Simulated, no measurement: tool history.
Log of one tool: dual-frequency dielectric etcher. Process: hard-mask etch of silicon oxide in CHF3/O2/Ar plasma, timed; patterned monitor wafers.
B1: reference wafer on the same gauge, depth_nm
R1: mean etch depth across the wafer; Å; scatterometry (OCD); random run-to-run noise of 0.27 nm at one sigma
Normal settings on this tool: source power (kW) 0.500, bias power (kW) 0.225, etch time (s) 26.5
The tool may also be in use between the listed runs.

{"run": 1, "hour": 0.0, "source power (kW)": 0.5, "bias power (kW)": 0.225, "etch time (s)": 26.5, "B1": 40.9, "R1": 480}
{"run": 2, "hour": 37.0, "source power (kW)": 0.5, "bias power (kW)": 0.225, "etch time (s)": 26.5, "B1": 40.9, "R1": 478}
{"run": 3, "hour": 104.5, "source power (kW)": 0.5, "bias power (kW)": 0.225, "etch time (s)": 26.5, "B1": 40.8, "R1": 474}
{"run": 4, "hour": 153.6, "source power (kW)": 0.5, "bias power (kW)": 0.225, "etch time (s)": 32.5, "B1": 40.8, "R1": 588}
{"run": 5, "hour": 256.6, "source power (kW)": 0.56, "bias power (kW)": 0.225, "etch time (s)": 26.5, "B1": 40.6, "R1": 497}
{"run": 6, "hour": 326.5, "source power (kW)": 0.56, "bias power (kW)": 0.225, "etch time (s)": 26.5, "B1": 40.6, "R1": 492}
{"hour": 404.3, "done": "wet clean of the chamber"}
{"run": 7, "hour": 474.7, "source power (kW)": 0.56, "bias power (kW)": 0.225, "etch time (s)": 26.5, "B1": 40.3, "R1": 486}
{"run": 8, "hour": 543.2, "source power (kW)": 0.55, "bias power (kW)": 0.225, "etch time (s)": 26.5, "B1": 40.3, "R1": 484}
{"run": 9, "hour": 597.5, "source power (kW)": 0.5, "bias power (kW)": 0.225, "etch time (s)": 22.0, "B1": 40.2, "R1": 391}
{"run": 10, "hour": 640.5, "source power (kW)": 0.5, "bias power (kW)": 0.225, "etch time (s)": 22.0, "B1": 40.1, "R1": 392}
{"run": 11, "hour": 715.4, "source power (kW)": 0.5, "bias power (kW)": 0.225, "etch time (s)": 22.0, "B1": 40.0, "R1": 391}
{"hour": 810.3, "done": "wet clean of the chamber"}
{"run": 12, "hour": 823.3, "source power (kW)": 0.5, "bias power (kW)": 0.225, "etch time (s)": 26.5, "B1": 39.8, "R1": 467}
{"run": 13, "hour": 860.6, "source power (kW)": 0.5, "bias power (kW)": 0.225, "etch time (s)": 26.5, "B1": 39.8, "R1": 464}
{"hour": 886.3, "done": "upper electrode replaced"}
{"run": 14, "hour": 905.0, "source power (kW)": 0.5, "bias power (kW)": 0.225, "etch time (s)": 26.5, "B1": 39.6, "R1": 465}
{"run": 15, "hour": 990.6, "source power (kW)": 0.5, "bias power (kW)": 0.251, "etch time (s)": 30.0, "B1": 39.5, "R1": 557}
{"hour": 1004.0, "done": "gauge calibrated"}
{"run": 16, "hour": 1051.2, "source power (kW)": 0.5, "bias power (kW)": 0.24, "etch time (s)": 30.0, "B1": 41.4, "R1": 564}
{"run": 17, "hour": 1158.3, "source power (kW)": 0.5, "bias power (kW)": 0.225, "etch time (s)": 26.5, "B1": 41.4, "R1": 491}
{"hour": 1218.3, "done": "wet clean of the chamber"}
{"hour": 1259.2, "done": "bias power generator calibrated"}
{"run": 18, "hour": 1259.7, "source power (kW)": 0.41, "bias power (kW)": 0.225, "etch time (s)": 26.5, "B1": 41.4, "R1": 465}
{"run": 19, "hour": 1295.6, "source power (kW)": 0.61, "bias power (kW)": 0.259, "etch time (s)": 24.0, "B1": 41.3, "R1": 494}
{"run": 20, "hour": 1338.0, "source power (kW)": 0.54, "bias power (kW)": 0.225, "etch time (s)": 33.0, "B1": 41.3, "R1": 615}
{"run": 21, "hour": 1403.3, "source power (kW)": 0.5, "bias power (kW)": 0.225, "etch time (s)": 26.5, "B1": 41.3, "R1": 483}
{"run": 22, "hour": 1455.9, "source power (kW)": 0.58, "bias power (kW)": 0.191, "etch time (s)": 23.5, "B1": 41.2, "R1": 415}
{"run": 23, "hour": 1517.7, "source power (kW)": 0.57, "bias power (kW)": 0.189, "etch time (s)": 26.5, "B1": 41.3, "R1": 465}
{"hour": 1560.7, "done": "source power generator calibrated"}
{"hour": 1629.7, "done": "wet clean of the chamber"}
{"run": 24, "hour": 1693.1, "source power (kW)": 0.6, "bias power (kW)": 0.225, "etch time (s)": 26.5, "B1": 41.2, "R1": 515}
{"run": 25, "hour": 1778.9, "source power (kW)": 0.61, "bias power (kW)": 0.259, "etch time (s)": 24.0, "B1": 41.0, "R1": 492}
{"run": 26, "hour": 1845.4, "source power (kW)": 0.44, "bias power (kW)": 0.271, "etch time (s)": 32.5, "B1": 40.9, "R1": 622}
{"run": 27, "hour": 1922.5, "source power (kW)": 0.46, "bias power (kW)": 0.194, "etch time (s)": 31.5, "B1": 40.9, "R1": 528}
{"run": 28, "hour": 1992.2, "source power (kW)": 0.39, "bias power (kW)": 0.225, "etch time (s)": 26.5, "B1": 40.8, "R1": 449}
{"run": 29, "hour": 2041.6, "source power (kW)": 0.57, "bias power (kW)": 0.206, "etch time (s)": 22.0, "B1": 40.7, "R1": 397}
{"hour": 2102.4, "done": "wet clean of the chamber"}
{"run": 30, "hour": 2141.9, "source power (kW)": 0.44, "bias power (kW)": 0.18, "etch time (s)": 26.5, "B1": 40.7, "R1": 412}

Some steps in R1, run to run, broken into two amounts with sign: the step expected even without the hidden condition (settings, incoming material, random variation), and the rest, left for the hidden condition together with whatever gauge scatter is not in both the measured and the hidden-condition-free result:
Unlogged tool condition in this case: etch rate over this chamber's usual, %; source power that arrives over what is set, %; bias power that arrives over what is set, %; gauge reads high (%).
Run 11 -> 12: etch time (s) 22.0 -> 26.5, wet clean of the chamber. R1 +76 Å: hidden state -5, all else +81.
Run 14 -> 15: bias power (kW) 0.225 -> 0.251, etch time (s) 26.5 -> 30.0. R1 +92 Å: hidden state -5, all else +97.
Run 15 -> 16: bias power (kW) 0.251 -> 0.240, gauge calibrated. R1 +7 Å: hidden state +27, all else -20.
Run 19 -> 20: source power (kW) 0.610 -> 0.540, bias power (kW) 0.259 -> 0.225, etch time (s) 24.0 -> 33.0. R1 +121 Å: hidden state +1, all else +120.
Run 20 -> 21: source power (kW) 0.540 -> 0.500, etch time (s) 33.0 -> 26.5. R1 -132 Å: hidden state -1, all else -131.
Run 25 -> 26: source power (kW) 0.610 -> 0.440, bias power (kW) 0.259 -> 0.271, etch time (s) 24.0 -> 32.5. R1 +130 Å: hidden state -1, all else +131.
